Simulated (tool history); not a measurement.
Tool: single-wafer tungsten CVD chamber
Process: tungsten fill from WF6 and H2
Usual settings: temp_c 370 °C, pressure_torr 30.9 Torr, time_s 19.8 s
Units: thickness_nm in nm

| run | hour | temp_c | pressure_torr | time_s | read-back reference wafer on the same gauge, thickness_nm | thickness_nm |
|---|---|---|---|---|---|---|
| 1 | 0 | 366 | 30.9 | 19.8 | 33.097 | 27.531 |
| 2 | 105.5 | 366 | 30.9 | 19.8 | 33.107 | 27.535 |
| 3 | 155 | 370 | 33.2 | 19.8 | 33.104 | 31.218 |
| 4 | 284.7 | 370 | 33.2 | 19.8 | 33.111 | 31.108 |
| 5 | 356 | 370 | 26.4 | 19.8 | 33.099 | 27.031 |
| 6 | 395.7 | 370 | 26.4 | 19.8 | 33.1 | 27.05 |
| 7 | 486.2 | 370 | 30.9 | 19.8 | 33.089 | 30.002 |
| 8 | 543.1 | 370 | 30.9 | 19.8 | 33.1 | 30.048 |
| 9 | 622.8 | 370 | 30.9 | 19.8 | 33.099 | 30.16 |
| 10 | 827.5 | 370 | 30.9 | 19.8 | 33.085 | 30.105 |
| 11 | 929.9 | 370 | 30.9 | 19.8 | 33.095 | 29.575 |
| 12 | 1037.6 | 370 | 30.9 | 19.8 | 33.097 | 29.68 |
| 13 | 1102.4 | 370 | 25.7 | 19.8 | 33.098 | 26.348 |
| 14 | 1149.4 | 370 | 26 | 17.9 | 33.094 | 23.908 |
| 15 | 1230.4 | 379 | 28.7 | 16.9 | 33.101 | 28.464 |
| 16 | 1308.4 | 380 | 32.9 | 16.8 | 33.091 | 30.349 |
| 17 | 1350.6 | 383 | 34.9 | 22.4 | 33.105 | 44.549 |
| 18 | 1438.9 | 370 | 30.9 | 19.8 | 33.099 | 28.831 |
| 19 | 1487.5 | 370 | 30.9 | 19.8 | 33.111 | 28.888 |
| 20 | 1574.1 | 377 | 34.3 | 16.2 | 33.114 | 28.723 |
| 21 | 1640.3 | 370 | 30.9 | 19.8 | 33.103 | 29.094 |
| 22 | 1684.5 | 370 | 30.9 | 19.8 | 33.099 | 29.136 |
| 23 | 1931.9 | 370 | 36 | 21 | 33.082 | 34.206 |
| 24 | 2032 | 378 | 35.2 | 23.5 | 33.101 | 43.779 |
| 25 | 2134.7 | 361 | 36.5 | 23.3 | 33.106 | 32.116 |
| 26 | 2238 | 382 | 30.9 | 23.6 | 33.095 | 43.61 |

Taken out of this log: 4 entries between the listed runs. Where each belongs, and how the hidden state differs across it:
Between runs 10 and 11: thermocouple changed; heater temperature recalibrated (hour 869.9)
  wafer temperature above the value expected at the setpoint (K): 0.823 -> -0.12; true pressure above the setpoint (%): 6.01 -> 6.05
  measured less the result without the state, thickness_nm: +1.516 -> +1.002 nm
Between runs 12 and 13: showerhead replaced (hour 1091)
  wafer temperature above the value expected at the setpoint (K): -0.116 -> -0.112; true pressure above the setpoint (%): 6.09 -> 6.11
  measured less the result without the state, thickness_nm: +1.015 -> +0.923 nm
Between runs 14 and 15: gauge calibrated (hour 1210)
  wafer temperature above the value expected at the setpoint (K): -0.109 -> -0.101; true pressure above the setpoint (%): 6.13 -> 6.15
  measured less the result without the state, thickness_nm: +0.838 -> +1.007 nm
Between runs 15 and 16: capacitance manometer re-zeroed and calibrated (hour 1261.8)
  wafer temperature above the value expected at the setpoint (K): -0.101 -> -0.0917; true pressure above the setpoint (%): 6.15 -> 0.596
  measured less the result without the state, thickness_nm: +1.007 -> +0.064 nm

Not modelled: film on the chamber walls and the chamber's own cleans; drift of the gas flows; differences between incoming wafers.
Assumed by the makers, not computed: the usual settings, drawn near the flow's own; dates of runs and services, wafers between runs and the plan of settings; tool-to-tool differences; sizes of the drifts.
